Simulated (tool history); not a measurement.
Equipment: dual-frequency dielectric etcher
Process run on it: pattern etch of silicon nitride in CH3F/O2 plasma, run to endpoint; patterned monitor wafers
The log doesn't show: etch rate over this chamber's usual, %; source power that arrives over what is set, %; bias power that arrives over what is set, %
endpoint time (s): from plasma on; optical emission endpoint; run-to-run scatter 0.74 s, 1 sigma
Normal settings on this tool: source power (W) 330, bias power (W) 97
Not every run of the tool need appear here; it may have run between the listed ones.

| run | day | source power (W) | bias power (W) | wafers since the last listed run | hours since the last wet clean | hours since the last source power generator calibration | hours since the last bias power generator calibration | hours since the last upper electrode change | incoming incoming film thickness, nm | endpoint time (s) |
|---|---|---|---|---|---|---|---|---|---|---|
| 1 | 0.000 | 360 | 97 | 0 | 305.0 | 2515.6 | 4110.1 | 3622.6 | 96.1 | 103.6 |
| 2 | 0.504 | 330 | 97 | 73 | 317.1 | 2527.7 | 4122.2 | 3634.7 | 97.5 | 107.8 |
| 3 | 2.550 | 330 | 97 | 297 | 366.2 | 2576.8 | 4171.3 | 3683.8 | 95.3 | 106.3 |
| 4 | 3.100 | 330 | 97 | 79 | 379.4 | 2590.0 | 4184.5 | 3697.0 | 95.7 | 107.6 |
|  | 3.842 | bias power generator calibrated |
|  | 4.338 | upper electrode replaced |
| 5 | 4.358 | 370 | 97 | 86 | 409.6 | 2620.2 | 12.4 | 0.5 | 95.4 | 102.0 |
| 6 | 4.375 | 370 | 97 | 2 | 410.0 | 2620.6 | 12.8 | 0.9 | 95.9 | 102.4 |
| 7 | 4.604 | 370 | 97 | 33 | 415.5 | 2626.1 | 18.3 | 6.4 | 95.6 | 101.0 |
|  | 5.008 | source power generator calibrated |
| 8 | 5.029 | 330 | 97 | 37 | 425.7 | 0.5 | 28.5 | 16.6 | 94.0 | 105.0 |
| 9 | 5.317 | 300 | 97 | 41 | 432.6 | 7.4 | 35.4 | 23.5 | 95.1 | 110.4 |
|  | 6.392 | wet clean of the chamber |
| 10 | 6.412 | 300 | 97 | 13 | 0.5 | 33.7 | 61.7 | 49.8 | 96.6 | 105.9 |
| 11 | 6.429 | 300 | 97 | 2 | 0.9 | 34.1 | 62.1 | 50.2 | 96.5 | 105.3 |
| 12 | 6.804 | 330 | 97 | 54 | 9.9 | 43.1 | 71.1 | 59.2 | 96.5 | 101.4 |

Expected results for the next run?
| 13 | 7.067 | 330 | 97 | 38 | 16.2 | 49.4 | 77.4 | 65.5 | 95.5 | ? |

{"run 13": {"endpoint time (s)": 100.0}}
With the hidden condition absent and the run-to-run variation left alone, this run would have shown endpoint time (s) 100.5.

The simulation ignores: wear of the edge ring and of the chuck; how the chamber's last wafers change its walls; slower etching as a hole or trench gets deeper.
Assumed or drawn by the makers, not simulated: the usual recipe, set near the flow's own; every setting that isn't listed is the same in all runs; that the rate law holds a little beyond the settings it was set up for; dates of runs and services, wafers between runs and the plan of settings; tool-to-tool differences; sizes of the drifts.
